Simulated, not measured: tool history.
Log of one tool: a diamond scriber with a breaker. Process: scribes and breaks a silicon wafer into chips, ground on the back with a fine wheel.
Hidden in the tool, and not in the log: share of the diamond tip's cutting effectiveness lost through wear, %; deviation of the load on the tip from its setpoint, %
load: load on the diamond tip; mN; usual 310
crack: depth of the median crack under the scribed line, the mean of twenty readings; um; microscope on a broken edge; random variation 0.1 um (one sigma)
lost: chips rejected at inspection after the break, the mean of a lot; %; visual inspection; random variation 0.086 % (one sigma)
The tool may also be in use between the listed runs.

run	day	load	wafers since the last listed run	hours since the diamond tip was replaced	hours since the load on the tip was calibrated	incoming depth of the damage left on the back of the incoming wafer, um	crack	lost
1	0	286	0	171.4	257.8	2.25	10.02	3.35
2	0.779	286	47	190.1	276.5	2.18	9.84	3.35
3	1.438	286	40	205.9	292.3	2.03	10	3.27
4	2.233	341	48	225	311.4	2.28	11.23	1.96
# day 2.525: diamond tip replaced by a new one
5	2.85	237	32	7.8	326.2	1.7	8.73	7.26
6	4.075	310	74	37.2	355.6	2.98	10.96	3.2
7	5.458	310	84	70.4	388.8	2.47	10.82	2.32
8	6.629	310	71	98.5	416.9	1.54	10.8	1.47
9	7.596	274	58	121.7	440.1	1.67	9.72	3.53
10	9.008	310	86	155.6	474	2.79	10.51	3.14
11	9.883	310	53	176.6	495	1.58	10.43	1.8
12	11	310	68	203.4	521.8	2.47	10.7	2.46
13	11.975	239	59	226.8	545.2	2.61	8.56	11.03
14	13.129	244	70	254.5	572.9	1.55	8.69	7.22
# day 14.246: diamond tip replaced by a new one
15	14.521	310	79	6.6	606.3	1.76	10.15	2.48
16	15.925	270	85	40.3	640	2.63	9.04	8.06
# day 16.296: load on the tip recalibrated
17	16.675	229	40	58.3	9.1	1.65	7.76	14.37
# day 17.054: diamond tip replaced by a new one, repeated, since the last time left the tool worse
18	17.45	391	42	9.5	27.7	1.65	13.23	4.69
19	18.412	391	58	32.6	50.8	1.98	13.11	3.81
20	19.275	310	52	53.3	71.5	1.69	10.88	1.59
21	20.321	310	63	78.4	96.6	1.86	10.69	1.74
22	20.846	253	31	91	109.2	1.97	9.03	6
23	21.792	280	57	113.7	131.9	1.98	9.9	3.24
24	22.571	310	47	132.4	150.6	1.7	10.55	1.65

5 ways to go on from here, each from the tool as it stands after run 24. What would each give?
A	22.596	383	1	133	151.2	2.82	?	?
B	22.596	402	1	133	151.2	2.82	?	?
C	22.596	231	1	133	151.2	2.82	?	?
D	22.596	263	1	133	151.2	2.82	?	?
E	22.596	243	1	133	151.2	2.82	?	?

run	crack	lost
A	12.49	3.57
B	12.96	4.45
C	8.33	11.31
D	9.28	6.19
E	8.69	9.06
Without the tool's hidden state the same runs would have given:
run	crack	lost
A	12.99	4.5
B	13.48	5.64
C	8.66	9.25
D	9.65	4.87
E	9.03	7.27

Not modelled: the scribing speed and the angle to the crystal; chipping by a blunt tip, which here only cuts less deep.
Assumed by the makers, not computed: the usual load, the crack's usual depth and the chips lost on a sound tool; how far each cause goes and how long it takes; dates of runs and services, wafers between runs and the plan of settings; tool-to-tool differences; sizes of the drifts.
